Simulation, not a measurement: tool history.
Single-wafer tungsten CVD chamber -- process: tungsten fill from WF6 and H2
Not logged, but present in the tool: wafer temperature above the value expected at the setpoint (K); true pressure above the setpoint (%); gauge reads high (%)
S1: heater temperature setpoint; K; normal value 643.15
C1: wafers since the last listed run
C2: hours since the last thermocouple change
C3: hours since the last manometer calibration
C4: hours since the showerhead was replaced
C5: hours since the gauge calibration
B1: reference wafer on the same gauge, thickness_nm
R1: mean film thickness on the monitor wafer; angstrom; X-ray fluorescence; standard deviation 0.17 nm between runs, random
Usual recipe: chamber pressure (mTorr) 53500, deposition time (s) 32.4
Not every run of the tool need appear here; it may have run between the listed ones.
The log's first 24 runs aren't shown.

Run 25, hour 322.2: usual settings but S1 652.15 K, chamber pressure (mTorr) 42200, deposition time (s) 34.8; C1 195; C2 85; C3 86.1; C4 4135.9; C5 442.6; B1 78.594. Result: R1 748.38 angstrom.
Run 26, hour 368.8: usual settings but S1 651.15 K, chamber pressure (mTorr) 63100, deposition time (s) 30.6; C1 1362; C2 131.6; C3 132.7; C4 4182.5; C5 489.2; B1 78.61. Result: R1 890.44 angstrom.
Run 27, hour 375: usual settings but deposition time (s) 38.8; C1 181; C2 137.8; C3 138.9; C4 4188.7; C5 495.4; B1 78.608. Result: R1 837.83 angstrom.
At hour 389.8: gauge calibrated.
Run 28, hour 392.9: usual settings but chamber pressure (mTorr) 43500, deposition time (s) 36.7; C1 523; C2 155.7; C3 156.8; C4 4206.6; C5 3.1; B1 78.627. Result: R1 665.12 angstrom.
At hour 405.7: showerhead replaced.
Run 29, hour 407.5: usual settings but chamber pressure (mTorr) 48300; C1 192; C2 170.3; C3 171.4; C4 1.8; C5 17.7; B1 78.583. Result: R1 641.67 angstrom.
Run 30, hour 425: usual settings but S1 629.15 K, chamber pressure (mTorr) 61900, deposition time (s) 37.7; C1 511; C2 187.8; C3 188.9; C4 19.3; C5 35.2; B1 78.596. Result: R1 649.89 angstrom.
Run 31, hour 440.8: usual settings but deposition time (s) 36.3; C1 461; C2 203.6; C3 204.7; C4 35.1; C5 51; B1 78.578. Result: R1 786.38 angstrom.
Run 32, hour 489.9: usual settings; C1 1435; C2 252.7; C3 253.8; C4 84.2; C5 100.1; B1 78.58. Result: R1 702.33 angstrom.
Run 33, hour 507.9: usual settings but S1 635.15 K, chamber pressure (mTorr) 63800; C1 526; C2 270.7; C3 271.8; C4 102.2; C5 118.1; B1 78.616. Result: R1 659.56 angstrom.
Run 34, hour 519.2: usual settings but S1 657.15 K, deposition time (s) 30.6; C1 330; C2 282; C3 283.1; C4 113.5; C5 129.4; B1 78.611. Result: R1 906.21 angstrom.
Run 35, hour 534.2: usual settings; C1 438; C2 297; C3 298.1; C4 128.5; C5 144.4; B1 78.592. Result: R1 704.05 angstrom.

Forecast each of these 3 alternatives for the next run:
Run A, hour 534.6: usual settings but chamber pressure (mTorr) 63400; C1 11; C2 297.4; C3 298.5; C4 128.9; C5 144.8; B1 ?. Result: R1 ?.
Run B, hour 534.6: usual settings but S1 651.15 K, chamber pressure (mTorr) 62400, deposition time (s) 36.5; C1 11; C2 297.4; C3 298.5; C4 128.9; C5 144.8; B1 ?. Result: R1 ?.
Run C, hour 534.6: usual settings but S1 632.15 K; C1 11; C2 297.4; C3 298.5; C4 128.9; C5 144.8; B1 ?. Result: R1 ?.

run      B1       R1
  A  78.633    794.8
  B  78.633  1061.06
  C  78.633   544.59
The same runs, with their run-to-run variation unchanged, on a tool lacking any hidden condition would have given:
run       R1
  A    787.4
  B  1051.12
  C   539.34

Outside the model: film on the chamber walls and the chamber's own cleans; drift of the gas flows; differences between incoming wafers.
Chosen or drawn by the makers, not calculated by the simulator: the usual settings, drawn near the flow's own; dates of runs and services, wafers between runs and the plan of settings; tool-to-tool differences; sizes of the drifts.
